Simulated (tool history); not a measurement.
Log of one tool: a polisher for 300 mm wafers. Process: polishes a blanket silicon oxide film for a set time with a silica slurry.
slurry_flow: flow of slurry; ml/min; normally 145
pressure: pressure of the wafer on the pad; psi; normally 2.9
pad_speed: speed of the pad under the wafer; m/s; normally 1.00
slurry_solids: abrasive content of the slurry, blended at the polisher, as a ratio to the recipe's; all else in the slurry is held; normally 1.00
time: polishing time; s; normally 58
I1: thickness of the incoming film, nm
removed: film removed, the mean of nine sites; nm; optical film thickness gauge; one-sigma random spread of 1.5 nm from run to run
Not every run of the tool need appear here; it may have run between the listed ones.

{"run": 1, "day": 0.0, "slurry_flow": 165, "pressure": 2.9, "pad_speed": 1.0, "slurry_solids": 1.0, "time": 58, "I1": 745.4, "removed": 94.3}
{"day": 0.417, "done": "conditioning disc replaced and pad reconditioned"}
{"run": 2, "day": 0.717, "slurry_flow": 145, "pressure": 2.1, "pad_speed": 1.0, "slurry_solids": 1.0, "time": 58, "I1": 737.1, "removed": 78.5}
{"run": 3, "day": 1.312, "slurry_flow": 145, "pressure": 2.1, "pad_speed": 1.0, "slurry_solids": 1.0, "time": 58, "I1": 748.4, "removed": 77.2}
{"day": 2.65, "done": "slurry blender recalibrated"}
{"day": 3.183, "done": "worn pad replaced by a new one"}
{"run": 4, "day": 5.783, "slurry_flow": 145, "pressure": 2.1, "pad_speed": 1.0, "slurry_solids": 1.0, "time": 58, "I1": 751.1, "removed": 73.7}
{"run": 5, "day": 6.388, "slurry_flow": 145, "pressure": 2.9, "pad_speed": 1.0, "slurry_solids": 1.0, "time": 58, "I1": 744.1, "removed": 95.6}
{"run": 6, "day": 7.825, "slurry_flow": 145, "pressure": 2.9, "pad_speed": 1.0, "slurry_solids": 1.0, "time": 58, "I1": 748.7, "removed": 95.2}
{"run": 7, "day": 8.504, "slurry_flow": 145, "pressure": 2.9, "pad_speed": 1.0, "slurry_solids": 1.0, "time": 58, "I1": 740.5, "removed": 94.1}
{"day": 8.675, "done": "worn pad replaced by a new one"}
{"run": 8, "day": 9.5, "slurry_flow": 145, "pressure": 2.9, "pad_speed": 1.0, "slurry_solids": 1.0, "time": 58, "I1": 760.8, "removed": 91.3}
{"day": 10.679, "done": "conditioning disc replaced and pad reconditioned"}
{"run": 9, "day": 10.7, "slurry_flow": 145, "pressure": 2.9, "pad_speed": 0.72, "slurry_solids": 1.0, "time": 58, "I1": 752.1, "removed": 82.0}
{"run": 10, "day": 12.112, "slurry_flow": 145, "pressure": 2.9, "pad_speed": 1.0, "slurry_solids": 1.0, "time": 73, "I1": 748.3, "removed": 126.7}
{"day": 12.254, "done": "slurry nozzle cleaned"}
{"run": 11, "day": 13.025, "slurry_flow": 145, "pressure": 2.9, "pad_speed": 1.0, "slurry_solids": 1.0, "time": 58, "I1": 760.6, "removed": 98.1}
{"run": 12, "day": 13.575, "slurry_flow": 145, "pressure": 2.9, "pad_speed": 1.0, "slurry_solids": 1.0, "time": 58, "I1": 753.1, "removed": 99.1}
{"day": 14.071, "done": "worn pad replaced by a new one"}
{"run": 13, "day": 14.117, "slurry_flow": 110, "pressure": 2.9, "pad_speed": 1.0, "slurry_solids": 1.0, "time": 48, "I1": 743.6, "removed": 75.3}
{"run": 14, "day": 15.121, "slurry_flow": 190, "pressure": 2.9, "pad_speed": 1.0, "slurry_solids": 1.0, "time": 41, "I1": 760.9, "removed": 70.4}
{"day": 15.625, "done": "head pressure recalibrated"}
{"day": 15.854, "done": "slurry blender recalibrated"}
{"run": 15, "day": 16.554, "slurry_flow": 95, "pressure": 2.9, "pad_speed": 1.0, "slurry_solids": 1.0, "time": 58, "I1": 761.8, "removed": 84.3}
{"run": 16, "day": 17.654, "slurry_flow": 145, "pressure": 2.9, "pad_speed": 1.0, "slurry_solids": 1.0, "time": 58, "I1": 743.3, "removed": 94.4}
{"run": 17, "day": 18.446, "slurry_flow": 145, "pressure": 2.9, "pad_speed": 1.0, "slurry_solids": 1.0, "time": 53, "I1": 763.5, "removed": 86.6}
{"day": 19.267, "done": "worn pad replaced by a new one"}
{"run": 18, "day": 19.296, "slurry_flow": 145, "pressure": 2.1, "pad_speed": 1.0, "slurry_solids": 1.0, "time": 58, "I1": 755.5, "removed": 71.3}
{"run": 19, "day": 20.004, "slurry_flow": 145, "pressure": 2.9, "pad_speed": 1.0, "slurry_solids": 1.0, "time": 58, "I1": 752.7, "removed": 93.8}
{"run": 20, "day": 21.225, "slurry_flow": 145, "pressure": 3.3, "pad_speed": 0.88, "slurry_solids": 1.2, "time": 51, "I1": 746.3, "removed": 90.8}
{"run": 21, "day": 21.75, "slurry_flow": 145, "pressure": 2.9, "pad_speed": 0.68, "slurry_solids": 1.0, "time": 58, "I1": 755.0, "removed": 71.8}
{"day": 22.171, "done": "conditioning disc replaced and pad reconditioned"}
{"day": 24.954, "done": "worn pad replaced by a new one"}
{"run": 22, "day": 26.079, "slurry_flow": 145, "pressure": 2.9, "pad_speed": 0.68, "slurry_solids": 1.0, "time": 58, "I1": 755.2, "removed": 75.0}
{"run": 23, "day": 26.712, "slurry_flow": 145, "pressure": 2.2, "pad_speed": 1.0, "slurry_solids": 1.25, "time": 58, "I1": 748.2, "removed": 82.3}
{"run": 24, "day": 27.454, "slurry_flow": 145, "pressure": 3.6, "pad_speed": 1.0, "slurry_solids": 1.0, "time": 58, "I1": 744.8, "removed": 119.5}

Here are 4 independent what-if runs from the current tool condition. What would each one return?
{"run": "A", "day": 27.471, "slurry_flow": 160, "pressure": 2.9, "pad_speed": 1.0, "slurry_solids": 1.0, "time": 58, "I1": 732.6, "removed": "?"}
{"run": "B", "day": 27.471, "slurry_flow": 125, "pressure": 3.6, "pad_speed": 1.0, "slurry_solids": 0.85, "time": 58, "I1": 732.6, "removed": "?"}
{"run": "C", "day": 27.471, "slurry_flow": 95, "pressure": 2.5, "pad_speed": 1.0, "slurry_solids": 1.0, "time": 65, "I1": 732.6, "removed": "?"}
{"run": "D", "day": 27.471, "slurry_flow": 145, "pressure": 2.9, "pad_speed": 1.0, "slurry_solids": 1.15, "time": 58, "I1": 732.6, "removed": "?"}

run=A removed=97.6
run=B removed=105.7
run=C removed=84.9
run=D removed=100.5
With no hidden state in the tool, these same runs would have given:
run=A removed=108.9
run=B removed=120.4
run=C removed=93.6
run=D removed=112.2
